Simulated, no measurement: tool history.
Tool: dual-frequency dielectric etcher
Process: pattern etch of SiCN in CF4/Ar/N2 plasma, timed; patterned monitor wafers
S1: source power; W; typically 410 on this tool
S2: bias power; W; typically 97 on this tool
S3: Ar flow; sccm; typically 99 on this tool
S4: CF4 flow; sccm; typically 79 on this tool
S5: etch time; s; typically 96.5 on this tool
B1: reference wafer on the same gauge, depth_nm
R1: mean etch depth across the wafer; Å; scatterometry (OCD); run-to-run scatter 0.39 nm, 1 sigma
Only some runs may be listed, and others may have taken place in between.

| run | hour | S1 | S2 | S3 | S4 | S5 | B1 | R1 |
|---|---|---|---|---|---|---|---|---|
| 1 | 0 | 410 | 97 | 99 | 79 | 96.5 | 82.9 | 809 |
| 2 | 43.6 | 410 | 97 | 99 | 79 | 108 | 83.1 | 915 |
| 3 | 109.4 | 410 | 84 | 83 | 61 | 96.5 | 83 | 760 |
| 4 | 134.1 | 350 | 97 | 109 | 79 | 71.5 | 83 | 538 |
| 5 | 193.4 | 350 | 97 | 99 | 67 | 96.5 | 83 | 722 |
| 6 | 237.2 | 410 | 97 | 99 | 71 | 96.5 | 82.9 | 813 |
| 7 | 292.1 | 350 | 120 | 99 | 66 | 96.5 | 82.9 | 799 |
|  | 324.6 | wet clean of the chamber |
|  | 352.9 | bias power generator calibrated |
|  | 355.5 | gauge calibrated |
| 8 | 401.2 | 490 | 87 | 106 | 79 | 96.5 | 83 | 863 |
| 9 | 464.9 | 410 | 97 | 99 | 79 | 121 | 82.9 | 1011 |
| 10 | 495 | 380 | 97 | 113 | 79 | 96.5 | 82.9 | 749 |
| 11 | 555.8 | 410 | 97 | 99 | 79 | 96.5 | 83 | 806 |
| 12 | 599 | 410 | 97 | 99 | 79 | 107.5 | 83 | 903 |
| 13 | 670.6 | 410 | 97 | 99 | 79 | 96.5 | 83.1 | 812 |
| 14 | 738.2 | 410 | 74 | 121 | 79 | 96.5 | 83 | 697 |
| 15 | 770.6 | 470 | 80 | 88 | 79 | 70 | 83 | 611 |
| 16 | 935.4 | 410 | 84 | 83 | 61 | 96.5 | 83.1 | 750 |
|  | 1006.2 | wet clean of the chamber |
| 17 | 1006.7 | 410 | 97 | 99 | 94 | 111 | 83 | 942 |
| 18 | 1035.2 | 410 | 97 | 119 | 79 | 84.5 | 83 | 679 |
| 19 | 1061.1 | 450 | 97 | 99 | 79 | 96.5 | 83.1 | 859 |
| 20 | 1128.2 | 330 | 97 | 99 | 92 | 110.5 | 83 | 802 |

Here are 5 independent what-if runs from the current tool condition. What would each one return?
| A | 1128.6 | 410 | 97 | 99 | 79 | 96.5 | ? | ? |
| B | 1128.6 | 410 | 97 | 99 | 65 | 96.5 | ? | ? |
| C | 1128.6 | 410 | 90 | 83 | 64 | 96.5 | ? | ? |
| D | 1128.6 | 410 | 74 | 107 | 79 | 96.5 | ? | ? |
| E | 1128.6 | 460 | 97 | 112 | 74 | 96.5 | ? | ? |

| run | B1 | R1 |
|---|---|---|
| A | 83 | 802 |
| B | 83 | 780 |
| C | 83 | 771 |
| D | 83 | 700 |
| E | 83 | 850 |
Without the tool's unlogged condition, the same runs would have read:
| run | R1 |
|---|---|
| A | 812 |
| B | 790 |
| C | 780 |
| D | 709 |
| E | 860 |

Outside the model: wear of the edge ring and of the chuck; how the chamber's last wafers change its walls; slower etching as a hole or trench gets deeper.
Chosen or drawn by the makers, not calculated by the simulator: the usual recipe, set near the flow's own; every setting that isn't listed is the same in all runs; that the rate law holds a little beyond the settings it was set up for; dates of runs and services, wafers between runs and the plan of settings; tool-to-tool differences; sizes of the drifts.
